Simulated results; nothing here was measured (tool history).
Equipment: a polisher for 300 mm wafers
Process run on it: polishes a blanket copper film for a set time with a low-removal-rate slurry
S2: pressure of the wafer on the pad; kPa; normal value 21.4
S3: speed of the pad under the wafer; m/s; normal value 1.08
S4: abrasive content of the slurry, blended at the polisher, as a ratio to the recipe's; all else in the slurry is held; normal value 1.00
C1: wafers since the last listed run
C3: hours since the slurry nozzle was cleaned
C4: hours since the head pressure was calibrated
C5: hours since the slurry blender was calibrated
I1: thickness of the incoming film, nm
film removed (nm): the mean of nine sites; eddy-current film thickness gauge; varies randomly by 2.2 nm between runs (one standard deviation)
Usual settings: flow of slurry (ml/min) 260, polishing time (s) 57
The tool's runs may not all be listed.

Run 1, hour 0.0: usual settings; C1 0; wafers polished on this pad 730; C3 4.1; C4 739.0; C5 266.4; I1 635.7. Result: film removed (nm) 170.0.
Run 2, hour 12.5: usual settings; C1 165; wafers polished on this pad 896; C3 16.6; C4 751.5; C5 278.9; I1 648.4. Result: film removed (nm) 170.4.
At hour 22.9: worn pad replaced by a new one.
Run 3, hour 45.3: usual settings but S2 23.4 kPa, polishing time (s) 62; C1 381; wafers polished on this pad 297; C3 49.4; C4 784.3; C5 311.7; I1 634.4. Result: film removed (nm) 203.3.
Run 4, hour 77.4: usual settings; C1 425; wafers polished on this pad 722; C3 81.5; C4 816.4; C5 343.8; I1 642.9. Result: film removed (nm) 171.3.
At hour 96.3: worn pad replaced by a new one.
Run 5, hour 96.8: usual settings; C1 204; wafers polished on this pad 7; C3 100.9; C4 835.8; C5 363.2; I1 629.3. Result: film removed (nm) 166.5.
Run 6, hour 111.6: usual settings; C1 196; wafers polished on this pad 203; C3 115.7; C4 850.6; C5 378.0; I1 634.1. Result: film removed (nm) 167.9.
Run 7, hour 128.8: usual settings; C1 227; wafers polished on this pad 431; C3 132.9; C4 867.8; C5 395.2; I1 641.4. Result: film removed (nm) 169.3.
At hour 142.9: slurry blender recalibrated.
Run 8, hour 158.0: usual settings but S2 25.5 kPa, S3 1.46 m/s, polishing time (s) 71; C1 360; wafers polished on this pad 791; C3 162.1; C4 897.0; C5 15.1; I1 630.0. Result: film removed (nm) 341.2.
At hour 170.4: worn pad replaced by a new one.
Run 9, hour 189.7: usual settings but S3 1.38 m/s, S4 0.70; C1 366; wafers polished on this pad 256; C3 193.8; C4 928.7; C5 46.8; I1 648.5. Result: film removed (nm) 191.2.
At hour 219.2: head pressure recalibrated.
Run 10, hour 219.6: usual settings but flow of slurry (ml/min) 345, S4 0.75; C1 369; wafers polished on this pad 625; C3 223.7; C4 0.4; C5 76.7; I1 644.9. Result: film removed (nm) 173.9.
At hour 226.6: slurry nozzle cleaned.
At hour 244.3: worn pad replaced by a new one.
Run 11, hour 250.7: usual settings but flow of slurry (ml/min) 320, S4 0.75, polishing time (s) 49; C1 345; wafers polished on this pad 84; C3 24.1; C4 31.5; C5 107.8; I1 638.0. Result: film removed (nm) 149.9.
Run 12, hour 273.5: usual settings but S2 23.4 kPa, polishing time (s) 62; C1 302; wafers polished on this pad 386; C3 46.9; C4 54.3; C5 130.6; I1 645.1. Result: film removed (nm) 220.7.
Run 13, hour 288.2: usual settings but flow of slurry (ml/min) 330, S3 0.90 m/s, S4 0.80; C1 194; wafers polished on this pad 581; C3 61.6; C4 69.0; C5 145.3; I1 641.4. Result: film removed (nm) 145.3.
At hour 311.2: worn pad replaced by a new one.
Run 14, hour 312.8: usual settings but S3 0.92 m/s, polishing time (s) 68; C1 272; wafers polished on this pad 21; C3 86.2; C4 93.6; C5 169.9; I1 631.2. Result: film removed (nm) 185.1.
Run 15, hour 341.0: usual settings but S2 25.5 kPa; C1 373; wafers polished on this pad 395; C3 114.4; C4 121.8; C5 198.1; I1 628.7. Result: film removed (nm) 220.6.

The tool's hidden state at each run:
removal rate lost through wear of the pad, %: 0, the same for each run
slurry flow missing at the pad, %: 0, the same for each run
abrasive missing from the slurry, %: 0, the same for each run
H1: deviation of the head's pressure from its setpoint, %
run     H1
  1  -6.44
  2  -6.64
  3  -7.17
  4  -7.72
  5  -8.06
  6  -8.33
  7  -8.65
  8  -9.19
  9  -9.81
 10  0.763
 11  0.752
 12  0.731
 13  0.712
 14  0.669
 15  0.604

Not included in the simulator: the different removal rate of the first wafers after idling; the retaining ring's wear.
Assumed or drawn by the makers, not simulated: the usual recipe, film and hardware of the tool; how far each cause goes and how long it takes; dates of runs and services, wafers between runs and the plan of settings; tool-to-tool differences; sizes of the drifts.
